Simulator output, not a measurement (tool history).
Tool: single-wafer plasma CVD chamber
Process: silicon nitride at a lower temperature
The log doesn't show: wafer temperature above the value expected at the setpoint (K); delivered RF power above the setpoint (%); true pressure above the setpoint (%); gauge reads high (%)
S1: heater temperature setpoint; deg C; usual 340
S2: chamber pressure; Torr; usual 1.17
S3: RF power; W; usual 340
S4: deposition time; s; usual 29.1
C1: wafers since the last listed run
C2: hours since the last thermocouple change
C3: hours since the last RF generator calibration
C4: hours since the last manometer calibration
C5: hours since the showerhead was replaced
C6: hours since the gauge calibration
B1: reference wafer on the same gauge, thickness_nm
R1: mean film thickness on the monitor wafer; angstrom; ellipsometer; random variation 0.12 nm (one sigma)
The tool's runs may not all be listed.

run	hour	S1	S2	S3	S4	C1	C2	C3	C4	C5	C6	B1	R1
1	0	340	1.17	340	29.1	0	1556.4	1209.7	1735	6101.9	366.1	31.871	308.11
2	11.1	340	1.17	340	29.1	241	1567.5	1220.8	1746.1	6113	377.2	31.875	307.1
3	23.8	340	1.11	340	29.1	276	1580.2	1233.5	1758.8	6125.7	389.9	31.927	300.36
4	34.5	340	1.17	340	29.1	233	1590.9	1244.2	1769.5	6136.4	400.6	31.911	307.75
5	48.8	333	1.17	340	29.1	311	1605.2	1258.5	1783.8	6150.7	414.9	31.914	308.85
# hour 61.9: RF generator calibrated
6	64.1	340	1.17	340	29.1	159	1620.5	2.2	1799.1	6166	430.2	31.923	308.59
7	76.2	340	1.03	385	23.8	263	1632.6	14.3	1811.2	6178.1	442.3	31.918	260.78
# hour 91.4: showerhead replaced
8	91.9	340	0.94	340	29.1	167	1648.3	30	1826.9	0.5	458	31.877	269.1
9	95	340	1.17	400	29.1	67	1651.4	33.1	1830	3.6	461.1	31.93	352.16
10	102.1	354	1.41	340	26.9	154	1658.5	40.2	1837.1	10.7	468.2	31.874	310.3
11	108.3	332	1.17	340	29.1	135	1664.7	46.4	1843.3	16.9	474.4	31.904	307.98
12	117.5	333	1.25	365	32.7	200	1673.9	55.6	1852.5	26.1	483.6	31.924	381.31
13	135.5	340	1.17	365	29.1	392	1691.9	73.6	1870.5	44.1	501.6	31.863	325.5
14	147.3	325	0.97	370	26.7	257	1703.7	85.4	1882.3	55.9	513.4	31.912	274.47
15	155.8	340	1.17	340	29.1	185	1712.2	93.9	1890.8	64.4	521.9	31.875	308.85
16	172.8	350	0.93	325	26.8	370	1729.2	110.9	1907.8	81.4	538.9	31.886	235.93
# hour 193.3: thermocouple changed; heater temperature recalibrated
17	193.8	340	1.17	340	29.1	283	0.5	131.9	1928.8	102.4	559.9	31.919	308.27
18	195.8	350	1.03	340	27.2	43	2.5	133.9	1930.8	104.4	561.9	31.943	267.57
# hour 204.5: capacitance manometer re-zeroed and calibrated
# hour 205.2: gauge calibrated
19	209.3	354	1.17	355	29.1	119	16	147.4	4.8	117.9	4.1	31.897	318.33
20	226.2	340	1.17	340	29.1	368	32.9	164.3	21.7	134.8	21	31.907	308.31
21	238.6	327	1.28	340	29.1	270	45.3	176.7	34.1	147.2	33.4	31.906	322.31
22	249.7	340	1.17	340	29.1	241	56.4	187.8	45.2	158.3	44.5	31.893	309.13
23	257.8	340	1.17	340	29.1	176	64.5	195.9	53.3	166.4	52.6	31.881	309.33
24	271.1	327	1.17	340	29.1	289	77.8	209.2	66.6	179.7	65.9	31.902	308.53
25	285.1	345	1.32	340	29.1	305	91.8	223.2	80.6	193.7	79.9	31.916	326.92
26	300	340	1.03	385	31.2	324	106.7	238.1	95.5	208.6	94.8	31.876	343.09
27	306.8	340	1.17	340	29.1	148	113.5	244.9	102.3	215.4	101.6	31.905	307.1
28	324.2	325	0.97	370	26.7	379	130.9	262.3	119.7	232.8	119	31.879	274.65

Forecast each of these 5 alternatives for the next run:
A	324.6	340	1.17	340	32.4	8	131.3	262.7	120.1	233.2	119.4	?	?
B	324.6	340	0.99	340	32.6	8	131.3	262.7	120.1	233.2	119.4	?	?
C	324.6	340	1.17	300	29.1	8	131.3	262.7	120.1	233.2	119.4	?	?
D	324.6	340	1.07	375	29.1	8	131.3	262.7	120.1	233.2	119.4	?	?
E	324.6	350	1.17	340	29.1	8	131.3	262.7	120.1	233.2	119.4	?	?

run	B1	R1
A	31.883	344.3
B	31.883	314.64
C	31.883	275.47
D	31.883	320.43
E	31.883	308.29
Without the tool's hidden state the same runs would have given:
run	R1
A	344.3
B	314.64
C	275.47
D	320.43
E	308.29
